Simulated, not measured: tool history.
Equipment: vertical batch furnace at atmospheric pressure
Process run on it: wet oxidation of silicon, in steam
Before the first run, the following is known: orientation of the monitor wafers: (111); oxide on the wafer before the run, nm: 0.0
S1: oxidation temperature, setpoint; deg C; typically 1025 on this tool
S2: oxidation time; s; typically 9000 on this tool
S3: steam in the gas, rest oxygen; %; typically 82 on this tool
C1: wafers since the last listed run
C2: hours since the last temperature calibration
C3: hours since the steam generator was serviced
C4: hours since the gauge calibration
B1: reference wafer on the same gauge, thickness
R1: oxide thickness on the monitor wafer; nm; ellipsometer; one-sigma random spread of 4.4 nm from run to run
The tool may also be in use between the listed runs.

{"run": 1, "hour": 0.0, "S1": 1025, "S2": 9000, "S3": 82, "C1": 0, "C2": 2662, "C3": 1641.7, "C4": 1700.1, "B1": 1089.93, "R1": 946.42}
{"run": 2, "hour": 57.2, "S1": 1025, "S2": 9000, "S3": 82, "C1": 349, "C2": 2719.2, "C3": 1698.9, "C4": 1757.3, "B1": 1090.5, "R1": 948.36}
{"run": 3, "hour": 124.6, "S1": 1025, "S2": 9000, "S3": 82, "C1": 411, "C2": 2786.6, "C3": 1766.3, "C4": 1824.7, "B1": 1094.23, "R1": 938.05}
{"run": 4, "hour": 213.7, "S1": 1025, "S2": 9000, "S3": 82, "C1": 544, "C2": 2875.7, "C3": 1855.4, "C4": 1913.8, "B1": 1090.44, "R1": 954.78}
{"run": 5, "hour": 250.9, "S1": 1025, "S2": 9000, "S3": 82, "C1": 227, "C2": 2912.9, "C3": 1892.6, "C4": 1951, "B1": 1090.71, "R1": 945.96}
{"run": 6, "hour": 322.0, "S1": 1025, "S2": 9000, "S3": 82, "C1": 434, "C2": 2984, "C3": 1963.7, "C4": 2022.1, "B1": 1089.47, "R1": 940.71}
{"run": 7, "hour": 366.2, "S1": 1025, "S2": 9000, "S3": 82, "C1": 270, "C2": 3028.2, "C3": 2007.9, "C4": 2066.3, "B1": 1090.92, "R1": 944.43}
{"run": 8, "hour": 405.8, "S1": 1025, "S2": 9000, "S3": 82, "C1": 241, "C2": 3067.8, "C3": 2047.5, "C4": 2105.9, "B1": 1090.07, "R1": 950.68}
{"run": 9, "hour": 464.0, "S1": 1025, "S2": 9000, "S3": 82, "C1": 355, "C2": 3126, "C3": 2105.7, "C4": 2164.1, "B1": 1091.44, "R1": 942.53}
{"run": 10, "hour": 516.4, "S1": 1025, "S2": 5550, "S3": 82, "C1": 320, "C2": 3178.4, "C3": 2158.1, "C4": 2216.5, "B1": 1091.15, "R1": 724.9}
{"run": 11, "hour": 580.4, "S1": 1025, "S2": 9000, "S3": 82, "C1": 391, "C2": 3242.4, "C3": 2222.1, "C4": 2280.5, "B1": 1088.42, "R1": 942.61}
{"run": 12, "hour": 674.7, "S1": 1025, "S2": 9000, "S3": 82, "C1": 576, "C2": 3336.7, "C3": 2316.4, "C4": 2374.8, "B1": 1087.74, "R1": 943.43}
{"run": 13, "hour": 747.8, "S1": 1025, "S2": 9000, "S3": 82, "C1": 446, "C2": 3409.8, "C3": 2389.5, "C4": 2447.9, "B1": 1089.55, "R1": 942.28}
{"run": 14, "hour": 784.4, "S1": 1025, "S2": 10890, "S3": 82, "C1": 223, "C2": 3446.4, "C3": 2426.1, "C4": 2484.5, "B1": 1090.6, "R1": 1046.71}
{"run": 15, "hour": 842.8, "S1": 1025, "S2": 10890, "S3": 82, "C1": 356, "C2": 3504.8, "C3": 2484.5, "C4": 2542.9, "B1": 1090.13, "R1": 1049.34}
{"run": 16, "hour": 887.0, "S1": 1025, "S2": 10890, "S3": 82, "C1": 270, "C2": 3549, "C3": 2528.7, "C4": 2587.1, "B1": 1090.82, "R1": 1044.74}
{"hour": 895.5, "done": "gauge calibrated"}
{"run": 17, "hour": 967.5, "S1": 1025, "S2": 9000, "S3": 82, "C1": 491, "C2": 3629.5, "C3": 2609.2, "C4": 72, "B1": 1089.68, "R1": 946.49}
{"run": 18, "hour": 1030.7, "S1": 1025, "S2": 9000, "S3": 82, "C1": 386, "C2": 3692.7, "C3": 2672.4, "C4": 135.2, "B1": 1090.64, "R1": 945.27}
{"run": 19, "hour": 1104.8, "S1": 1040, "S2": 5160, "S3": 91, "C1": 452, "C2": 3766.8, "C3": 2746.5, "C4": 209.3, "B1": 1091.6, "R1": 782.62}
{"run": 20, "hour": 1168.4, "S1": 1010, "S2": 13110, "S3": 94, "C1": 388, "C2": 3830.4, "C3": 2810.1, "C4": 272.9, "B1": 1091.29, "R1": 1187.95}
{"run": 21, "hour": 1207.7, "S1": 1039, "S2": 9000, "S3": 88, "C1": 240, "C2": 3869.7, "C3": 2849.4, "C4": 312.2, "B1": 1091.54, "R1": 1045.42}
{"run": 22, "hour": 1251.8, "S1": 1025, "S2": 9000, "S3": 82, "C1": 269, "C2": 3913.8, "C3": 2893.5, "C4": 356.3, "B1": 1090.39, "R1": 947.19}
{"hour": 1345.2, "done": "steam generator serviced"}
{"run": 23, "hour": 1345.7, "S1": 1025, "S2": 10890, "S3": 82, "C1": 427, "C2": 4007.7, "C3": 0.5, "C4": 450.2, "B1": 1088.48, "R1": 1054.95}
{"run": 24, "hour": 1399.8, "S1": 1025, "S2": 5520, "S3": 82, "C1": 330, "C2": 4061.8, "C3": 54.6, "C4": 504.3, "B1": 1090.28, "R1": 719.8}
{"run": 25, "hour": 1483.8, "S1": 1003, "S2": 7320, "S3": 73, "C1": 513, "C2": 4145.8, "C3": 138.6, "C4": 588.3, "B1": 1090.79, "R1": 710.56}
{"run": 26, "hour": 1555.5, "S1": 1013, "S2": 10920, "S3": 82, "C1": 438, "C2": 4217.5, "C3": 210.3, "C4": 660, "B1": 1093.57, "R1": 997.06}
{"run": 27, "hour": 1599.3, "S1": 1007, "S2": 9000, "S3": 82, "C1": 267, "C2": 4261.3, "C3": 254.1, "C4": 703.8, "B1": 1090.45, "R1": 874.52}
{"run": 28, "hour": 1669.7, "S1": 1011, "S2": 9000, "S3": 87, "C1": 430, "C2": 4331.7, "C3": 324.5, "C4": 774.2, "B1": 1092.23, "R1": 917.72}
{"run": 29, "hour": 1769.0, "S1": 1012, "S2": 4740, "S3": 75, "C1": 606, "C2": 4431, "C3": 423.8, "C4": 873.5, "B1": 1090.88, "R1": 580.09}
{"run": 30, "hour": 1994.3, "S1": 1025, "S2": 9000, "S3": 82, "C1": 1376, "C2": 4656.3, "C3": 649.1, "C4": 1098.8, "B1": 1089.27, "R1": 952.16}
{"hour": 2027.5, "done": "thermocouples replaced and temperature profile calibrated"}
{"run": 31, "hour": 2100.7, "S1": 1005, "S2": 9000, "S3": 82, "C1": 503, "C2": 73.2, "C3": 755.5, "C4": 1205.2, "B1": 1090.45, "R1": 865.64}
{"run": 32, "hour": 2183.2, "S1": 1025, "S2": 12810, "S3": 74, "C1": 504, "C2": 155.7, "C3": 838, "C4": 1287.7, "B1": 1091.65, "R1": 1079.28}
{"run": 33, "hour": 2276.3, "S1": 1005, "S2": 9000, "S3": 82, "C1": 568, "C2": 248.8, "C3": 931.1, "C4": 1380.8, "B1": 1091.73, "R1": 860.97}
{"run": 34, "hour": 2345.3, "S1": 1012, "S2": 4740, "S3": 75, "C1": 421, "C2": 317.8, "C3": 1000.1, "C4": 1449.8, "B1": 1090.23, "R1": 584.86}
{"run": 35, "hour": 2439.7, "S1": 1000, "S2": 9000, "S3": 82, "C1": 576, "C2": 412.2, "C3": 1094.5, "C4": 1544.2, "B1": 1090.91, "R1": 844.08}
{"run": 36, "hour": 2499.7, "S1": 1041, "S2": 9000, "S3": 90, "C1": 366, "C2": 472.2, "C3": 1154.5, "C4": 1604.2, "B1": 1089.81, "R1": 1053.39}
{"run": 37, "hour": 2559.0, "S1": 1025, "S2": 9000, "S3": 87, "C1": 362, "C2": 531.5, "C3": 1213.8, "C4": 1663.5, "B1": 1089.81, "R1": 980.83}

Hidden state at the last listed run before each entry between runs and at the first one after, where it differs:
From run 16 to run 17: gauge calibrated (hour 895.5)
  no hidden state differs between the two runs
From run 22 to run 23: steam generator serviced (hour 1345.2)
  no hidden state differs between the two runs
From run 30 to run 31: thermocouples replaced and temperature profile calibrated (hour 2027.5)
  no hidden state differs between the two runs
